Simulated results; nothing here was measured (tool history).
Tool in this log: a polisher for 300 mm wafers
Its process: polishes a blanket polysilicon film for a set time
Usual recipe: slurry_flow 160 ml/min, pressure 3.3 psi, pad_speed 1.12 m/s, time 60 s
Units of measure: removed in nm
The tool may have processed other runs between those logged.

run	hour	slurry_flow	pressure	pad_speed	time	incoming thickness of the incoming film, nm	removed
1	0	160	3.3	0.94	55	1850.7	462.4
2	21.1	160	3.3	0.94	55	1831.8	458.3
3	41.5	160	3.3	0.94	55	1888.8	450.9
4	73.2	160	3.3	1.02	74	1825.6	628.7
5	107.5	160	3.3	1.02	74	1863.9	622.4
# hour 121.1: worn pad replaced by a new one
6	121.6	140	3.3	1.12	60	1867.5	550.6
7	147.1	140	3.3	1.12	60	1841.2	535.5
8	176.4	140	3.3	1.12	60	1849.6	534.2
9	193.6	160	3.3	1.12	74	1815.7	664.3
# hour 213.7: slurry nozzle cleaned
10	228.5	175	3.3	1.12	60	1854.1	562.7
11	242.4	175	3.3	1.12	60	1876.7	549.5
# hour 246.5: worn pad replaced by a new one
12	258.8	175	3.3	1.12	60	1864.1	575.6
13	281.5	115	3.3	1.12	60	1864.8	523.2
14	312.9	160	4.1	1.12	60	1852.1	654.5
15	334.1	140	3.3	0.86	60	1859.5	451.3
# hour 339.7: head pressure recalibrated
16	356.9	160	3.3	1.12	60	1830.7	540.8
# hour 374: worn pad replaced by a new one
17	378.8	160	3.3	1.12	60	1830.3	564.6
18	406.9	160	4.3	1.12	60	1848.5	672.8
19	433.3	185	3.6	1.12	60	1873.2	604.9
20	446	120	3.3	1.12	65	1821.3	545.3
21	462.5	180	4.1	1.4	60	1840.3	750.3
22	498.2	160	2.4	1.12	79	1821.6	562.2
# hour 519.7: worn pad replaced by a new one
23	527.9	160	3.3	1.12	60	1857.5	558.6
24	563.8	125	4.3	1.42	68	1870.2	843.9
25	582.4	160	3.3	0.8	72	1825.9	524.6
26	595.5	160	3.3	1.12	60	1854	540.1
27	609.4	160	3.3	0.98	78	1857.1	638
28	639.7	160	3.3	0.94	55	1845.6	434.7
# hour 648.7: worn pad replaced by a new one
29	652.5	160	3.3	1.12	60	1839.4	559.4

Branching from run 29: 5 alternative next runs. What would each branch give?
A	652.9	160	3.3	1.12	60	1840.9	?
B	652.9	160	3.3	1.32	60	1840.9	?
C	652.9	190	3.7	1.5	60	1840.9	?
D	652.9	160	3.3	0.74	60	1840.9	?
E	652.9	105	2.6	0.98	68	1840.9	?

run	removed
A	557.7
B	623.4
C	766.7
D	432.9
E	438.8
Had the tool no hidden state, the same runs would have come out as:
run	removed
A	577.5
B	645.5
C	790.1
D	448.3
E	462.1

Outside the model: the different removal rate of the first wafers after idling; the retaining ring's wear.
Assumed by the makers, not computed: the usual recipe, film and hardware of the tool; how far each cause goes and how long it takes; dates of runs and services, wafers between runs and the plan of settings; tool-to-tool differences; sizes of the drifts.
